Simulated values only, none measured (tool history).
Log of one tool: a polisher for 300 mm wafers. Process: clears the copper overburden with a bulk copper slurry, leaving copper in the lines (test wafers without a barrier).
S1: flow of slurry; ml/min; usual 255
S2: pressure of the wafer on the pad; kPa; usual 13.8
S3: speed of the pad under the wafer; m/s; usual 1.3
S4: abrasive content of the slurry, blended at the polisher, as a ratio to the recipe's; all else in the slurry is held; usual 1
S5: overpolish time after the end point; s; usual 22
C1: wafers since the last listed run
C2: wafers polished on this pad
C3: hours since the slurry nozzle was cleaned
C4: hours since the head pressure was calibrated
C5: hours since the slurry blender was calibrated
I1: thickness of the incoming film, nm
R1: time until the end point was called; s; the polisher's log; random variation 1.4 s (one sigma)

| run | hour | S1 | S2 | S3 | S4 | S5 | C1 | C2 | C3 | C4 | C5 | I1 | R1 |
|---|---|---|---|---|---|---|---|---|---|---|---|---|---|
| 1 | 0 | 255 | 13.8 | 1.3 | 1 | 22 | 0 | 1289 | 38.6 | 547.7 | 26.6 | 676.6 | 72.9 |
|  | 11.7 | worn pad replaced by a new one |
| 2 | 71.9 | 255 | 13.8 | 1.3 | 0.75 | 22 | 312 | 277 | 110.5 | 619.6 | 98.5 | 667.2 | 75.3 |
| 3 | 162.9 | 255 | 13.8 | 1.3 | 0.75 | 22 | 419 | 696 | 201.5 | 710.6 | 189.5 | 693.4 | 83.2 |
| 4 | 265.9 | 255 | 13.8 | 1.3 | 1 | 22 | 474 | 1171 | 304.5 | 813.6 | 292.5 | 670 | 72.5 |
| 5 | 344.2 | 255 | 13.8 | 1.3 | 1 | 22 | 360 | 1532 | 382.8 | 891.9 | 370.8 | 687.3 | 75.6 |
|  | 361.4 | worn pad replaced by a new one |
|  | 376.5 | slurry blender recalibrated |
| 6 | 411.2 | 255 | 13.8 | 1.3 | 1 | 22 | 281 | 220 | 449.8 | 958.9 | 34.7 | 678.5 | 79.9 |
|  | 443.5 | slurry nozzle cleaned |
| 7 | 502.9 | 195 | 13.8 | 0.98 | 1 | 22 | 418 | 638 | 59.4 | 1050.6 | 126.4 | 675.3 | 108.5 |
|  | 542.5 | head pressure recalibrated |
| 8 | 565.5 | 195 | 13.8 | 0.98 | 1 | 22 | 279 | 917 | 122 | 23 | 189 | 676.2 | 111.5 |
| 9 | 632.8 | 255 | 13.8 | 1.44 | 1 | 32 | 310 | 1228 | 189.3 | 90.3 | 256.3 | 683.2 | 73.1 |
| 10 | 696.9 | 255 | 13.8 | 1.44 | 1 | 32 | 295 | 1523 | 253.4 | 154.4 | 320.4 | 674.1 | 73.9 |
|  | 707.9 | worn pad replaced by a new one, repeated, since the last time left the tool worse |
| 11 | 770.9 | 255 | 13.8 | 1.3 | 1 | 19 | 322 | 290 | 327.4 | 228.4 | 394.4 | 688.2 | 75.7 |
|  | 816.3 | slurry blender recalibrated |
| 12 | 817.4 | 255 | 13.8 | 1.3 | 1 | 22 | 205 | 495 | 373.9 | 274.9 | 1.1 | 680.6 | 74 |
| 13 | 922.1 | 310 | 16.5 | 1.14 | 1.1 | 22 | 482 | 977 | 478.6 | 379.6 | 105.8 | 683.7 | 67.1 |

Run 14 comes next. What will it give?
|  | 932 | slurry nozzle cleaned |
| 14 | 995.3 | 255 | 13.8 | 0.92 | 1 | 22 | 332 | 1310 | 63.3 | 452.8 | 179 | 668.7 | ? |

{"run 14": {"R1": 104.4}}
Without the tool's hidden state the same run would have given R1 99.4 s.
